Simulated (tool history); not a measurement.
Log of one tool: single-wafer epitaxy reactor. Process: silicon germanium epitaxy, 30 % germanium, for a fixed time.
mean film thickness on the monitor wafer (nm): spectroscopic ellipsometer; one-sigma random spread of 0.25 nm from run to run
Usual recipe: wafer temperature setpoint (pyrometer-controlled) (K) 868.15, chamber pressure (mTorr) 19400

run,hour,wafer temperature setpoint (pyrometer-controlled) (K),chamber pressure (mTorr),"read-back reference wafer on the same gauge, thickness_nm",mean film thickness on the monitor wafer (nm)
1,0,868.15,19400,47.882,53.022
2,26.8,868.15,19400,47.718,53.496
3,55.4,868.15,19400,47.624,53.242
4,80.7,868.15,19400,47.698,53.671
5,100.3,868.15,19400,47.683,53.379
6,122.9,868.15,19400,47.547,53.137
7,139.1,868.15,19400,47.582,52.702
8,171.7,868.15,16200,47.436,50.408
9,199.4,868.15,16200,47.407,50.188
# hour 220.7: gauge calibrated
# hour 229.3: showerhead replaced
10,229.8,868.15,19400,49.097,54.74
11,246.7,868.15,19400,49.15,55.109
12,266.8,868.15,19400,48.997,54.581
13,290,868.15,19400,48.89,54.786
14,313.6,868.15,19400,48.934,54.545
# hour 322.6: pyrometer calibrated
# hour 325.8: capacitance manometer re-zeroed and calibrated
15,396.3,863.15,19400,48.762,48.924
16,414.6,863.15,19400,48.827,49.49
17,429.2,868.15,19400,48.822,54.185
18,459.7,880.15,16400,48.524,65.512
19,484.8,868.15,19400,48.525,54.421
20,519,868.15,19400,48.602,53.815
21,554.3,862.15,23400,48.555,50.745
22,584.4,875.15,17300,48.409,60.027
23,598.7,868.15,19400,48.386,54.316
24,619.4,861.15,17100,48.413,45.394
25,688.1,868.15,18000,48.254,52.983
26,712.3,856.15,14800,48.215,39.241
27,736.9,868.15,19400,48.158,54.123
28,769.4,875.15,22100,48.188,64.043
29,783,862.15,15900,48.047,45.252
30,803.2,868.15,19400,48.12,53.671
31,829.8,858.15,20700,48.049,45.066
32,850.7,873.15,20800,48.038,60.178
33,870.7,859.15,21700,47.884,46.414
34,887,855.15,19400,47.929,41.047
35,907.4,862.15,19400,47.917,47.82
36,922.9,868.15,19400,47.846,53.278

What was the tool's hidden state at every run in the log?
wafer temperature above the value expected at the setpoint (K): 0 on each run
true pressure above the setpoint (%): 0 on each run
H1: gauge reads high (%)
run,H1
1,-3.23
2,-3.33
3,-3.42
4,-3.51
5,-3.58
6,-3.66
7,-3.71
8,-3.82
9,-3.92
10,-0.727
11,-0.785
12,-0.854
13,-0.933
14,-1.01
15,-1.3
16,-1.36
17,-1.41
18,-1.51
19,-1.6
20,-1.72
21,-1.84
22,-1.94
23,-1.99
24,-2.06
25,-2.3
26,-2.38
27,-2.47
28,-2.58
29,-2.62
30,-2.69
31,-2.78
32,-2.86
33,-2.92
34,-2.98
35,-3.05
36,-3.1

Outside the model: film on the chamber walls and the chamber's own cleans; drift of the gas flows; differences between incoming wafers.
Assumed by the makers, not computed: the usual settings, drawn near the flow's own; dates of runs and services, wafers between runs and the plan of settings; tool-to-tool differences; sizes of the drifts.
